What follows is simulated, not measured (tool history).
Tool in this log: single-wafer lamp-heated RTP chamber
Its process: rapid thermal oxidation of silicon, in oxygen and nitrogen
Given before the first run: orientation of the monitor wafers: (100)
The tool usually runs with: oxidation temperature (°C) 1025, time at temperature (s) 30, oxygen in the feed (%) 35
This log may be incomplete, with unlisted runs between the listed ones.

| run | hour | oxidation temperature (°C) | time at temperature (s) | oxygen in the feed (%) | read-back reference wafer on the same gauge, thickness | oxide thickness on the monitor wafer (Å) |
|---|---|---|---|---|---|---|
| 1 | 0.0 | 1018 | 40 | 35 | 3.432 | 40.16 |
| 2 | 7.4 | 1018 | 40 | 35 | 3.428 | 40.10 |
| 3 | 13.7 | 1018 | 40 | 35 | 3.430 | 40.16 |
| 4 | 30.1 | 1025 | 24 | 51 | 3.430 | 38.74 |
| 5 | 38.1 | 1025 | 24 | 51 | 3.428 | 38.86 |
| 6 | 53.0 | 1025 | 24 | 51 | 3.431 | 38.79 |
|  | 73.3 | gauge calibrated |
|  | 74.2 | oxygen flow controller replaced |
| 7 | 74.7 | 1025 | 30 | 35 | 3.429 | 37.65 |
| 8 | 106.3 | 1025 | 30 | 35 | 3.430 | 37.75 |
|  | 123.2 | pyrometer window cleaned and pyrometer calibrated |
| 9 | 123.7 | 1025 | 30 | 35 | 3.430 | 36.90 |
| 10 | 126.9 | 1025 | 30 | 35 | 3.429 | 37.04 |
| 11 | 167.3 | 1036 | 23 | 59 | 3.432 | 42.16 |
| 12 | 177.1 | 1014 | 30 | 35 | 3.427 | 34.68 |
| 13 | 194.0 | 1025 | 42 | 53 | 3.429 | 48.51 |
| 14 | 201.1 | 1025 | 30 | 35 | 3.429 | 36.99 |
| 15 | 211.0 | 1036 | 37 | 47 | 3.428 | 47.63 |
| 16 | 218.0 | 1025 | 30 | 21 | 3.429 | 32.21 |
| 17 | 234.9 | 1025 | 37 | 17 | 3.429 | 32.85 |

Run-by-run hidden state of the tool:
deviation of the oxygen flow from its setpoint, %: 0, the same for each run
gauge reads high (%): 0, the same for each run
H1: true wafer temperature minus pyrometer reading, K
| run | H1 |
|---|---|
| 1 | 2.87 |
| 2 | 2.95 |
| 3 | 3.02 |
| 4 | 3.19 |
| 5 | 3.27 |
| 6 | 3.43 |
| 7 | 3.65 |
| 8 | 3.98 |
| 9 | 0.253 |
| 10 | 0.286 |
| 11 | 0.708 |
| 12 | 0.81 |
| 13 | 0.987 |
| 14 | 1.06 |
| 15 | 1.16 |
| 16 | 1.24 |
| 17 | 1.41 |
